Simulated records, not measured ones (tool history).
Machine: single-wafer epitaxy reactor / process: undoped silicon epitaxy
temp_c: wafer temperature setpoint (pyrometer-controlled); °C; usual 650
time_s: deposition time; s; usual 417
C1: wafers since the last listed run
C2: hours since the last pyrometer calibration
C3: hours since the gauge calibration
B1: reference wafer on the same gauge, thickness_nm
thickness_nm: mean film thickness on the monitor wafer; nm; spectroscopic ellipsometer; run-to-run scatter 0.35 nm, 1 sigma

run 1 hour=0.0 | temp_c=650 time_s=417 | C1=0 C2=2486.8 C3=293.7 | B1=76.482 | thickness_nm=64.954
run 2 hour=14.7 | temp_c=650 time_s=417 | C1=66 C2=2501.5 C3=308.4 | B1=76.579 | thickness_nm=64.514
run 3 hour=106.4 | temp_c=650 time_s=417 | C1=414 C2=2593.2 C3=400.1 | B1=76.375 | thickness_nm=64.438
run 4 hour=135.0 | temp_c=650 time_s=417 | C1=129 C2=2621.8 C3=428.7 | B1=76.259 | thickness_nm=64.301
run 5 hour=153.8 | temp_c=650 time_s=417 | C1=84 C2=2640.6 C3=447.5 | B1=76.415 | thickness_nm=64.451
run 6 hour=174.7 | temp_c=650 time_s=417 | C1=94 C2=2661.5 C3=468.4 | B1=76.385 | thickness_nm=64.698
run 7 hour=204.5 | temp_c=650 time_s=417 | C1=134 C2=2691.3 C3=498.2 | B1=76.338 | thickness_nm=64.389
-- hour=272.8 pyrometer calibrated
run 8 hour=280.4 | temp_c=650 time_s=417 | C1=306 C2=7.6 C3=574.1 | B1=76.433 | thickness_nm=73.057
run 9 hour=303.4 | temp_c=640 time_s=417 | C1=103 C2=30.6 C3=597.1 | B1=76.371 | thickness_nm=56.888
run 10 hour=325.6 | temp_c=640 time_s=417 | C1=100 C2=52.8 C3=619.3 | B1=76.325 | thickness_nm=57.322
run 11 hour=346.2 | temp_c=640 time_s=417 | C1=93 C2=73.4 C3=639.9 | B1=76.391 | thickness_nm=57.495
run 12 hour=381.6 | temp_c=650 time_s=417 | C1=159 C2=108.8 C3=675.3 | B1=76.511 | thickness_nm=73.060
run 13 hour=415.4 | temp_c=650 time_s=417 | C1=152 C2=142.6 C3=709.1 | B1=76.330 | thickness_nm=73.100
-- hour=429.8 gauge calibrated
run 14 hour=432.1 | temp_c=636 time_s=470 | C1=75 C2=159.3 C3=2.3 | B1=76.431 | thickness_nm=58.381
run 15 hour=463.6 | temp_c=650 time_s=417 | C1=142 C2=190.8 C3=33.8 | B1=76.425 | thickness_nm=73.421
run 16 hour=484.9 | temp_c=650 time_s=417 | C1=96 C2=212.1 C3=55.1 | B1=76.370 | thickness_nm=72.996
run 17 hour=499.1 | temp_c=650 time_s=482 | C1=64 C2=226.3 C3=69.3 | B1=76.482 | thickness_nm=83.410
run 18 hour=527.4 | temp_c=639 time_s=396 | C1=127 C2=254.6 C3=97.6 | B1=76.322 | thickness_nm=53.430
run 19 hour=545.2 | temp_c=636 time_s=441 | C1=80 C2=272.4 C3=115.4 | B1=76.397 | thickness_nm=54.936
run 20 hour=570.4 | temp_c=635 time_s=350 | C1=113 C2=297.6 C3=140.6 | B1=76.400 | thickness_nm=42.698
run 21 hour=600.7 | temp_c=640 time_s=447 | C1=136 C2=327.9 C3=170.9 | B1=76.338 | thickness_nm=61.123
run 22 hour=621.6 | temp_c=650 time_s=417 | C1=94 C2=348.8 C3=191.8 | B1=76.398 | thickness_nm=72.847
run 23 hour=655.7 | temp_c=650 time_s=417 | C1=153 C2=382.9 C3=225.9 | B1=76.390 | thickness_nm=72.225
run 24 hour=674.8 | temp_c=646 time_s=385 | C1=86 C2=402.0 C3=245.0 | B1=76.369 | thickness_nm=60.869
run 25 hour=701.5 | temp_c=642 time_s=354 | C1=120 C2=428.7 C3=271.7 | B1=76.399 | thickness_nm=50.985
run 26 hour=724.4 | temp_c=655 time_s=495 | C1=103 C2=451.6 C3=294.6 | B1=76.439 | thickness_nm=96.322

What if the next run were any one of these 5? Each begins from the tool's condition after run 26:
run A hour=724.9 | temp_c=650 time_s=417 | C1=2 C2=452.1 C3=295.1 | B1=? | thickness_nm=?
run B hour=724.9 | temp_c=657 time_s=464 | C1=2 C2=452.1 C3=295.1 | B1=? | thickness_nm=?
run C hour=724.9 | temp_c=660 time_s=454 | C1=2 C2=452.1 C3=295.1 | B1=? | thickness_nm=?
run D hour=724.9 | temp_c=657 time_s=417 | C1=2 C2=452.1 C3=295.1 | B1=? | thickness_nm=?
run E hour=724.9 | temp_c=665 time_s=344 | C1=2 C2=452.1 C3=295.1 | B1=? | thickness_nm=?

run=A B1=76.455 thickness_nm=72.677
run=B B1=76.455 thickness_nm=95.258
run=C B1=76.455 thickness_nm=99.900
run=D B1=76.455 thickness_nm=85.609
run=E B1=76.455 thickness_nm=84.882
What these runs would have given with no unlogged condition in the tool:
run=A thickness_nm=73.048
run=B thickness_nm=95.736
run=C thickness_nm=100.398
run=D thickness_nm=86.039
run=E thickness_nm=85.300

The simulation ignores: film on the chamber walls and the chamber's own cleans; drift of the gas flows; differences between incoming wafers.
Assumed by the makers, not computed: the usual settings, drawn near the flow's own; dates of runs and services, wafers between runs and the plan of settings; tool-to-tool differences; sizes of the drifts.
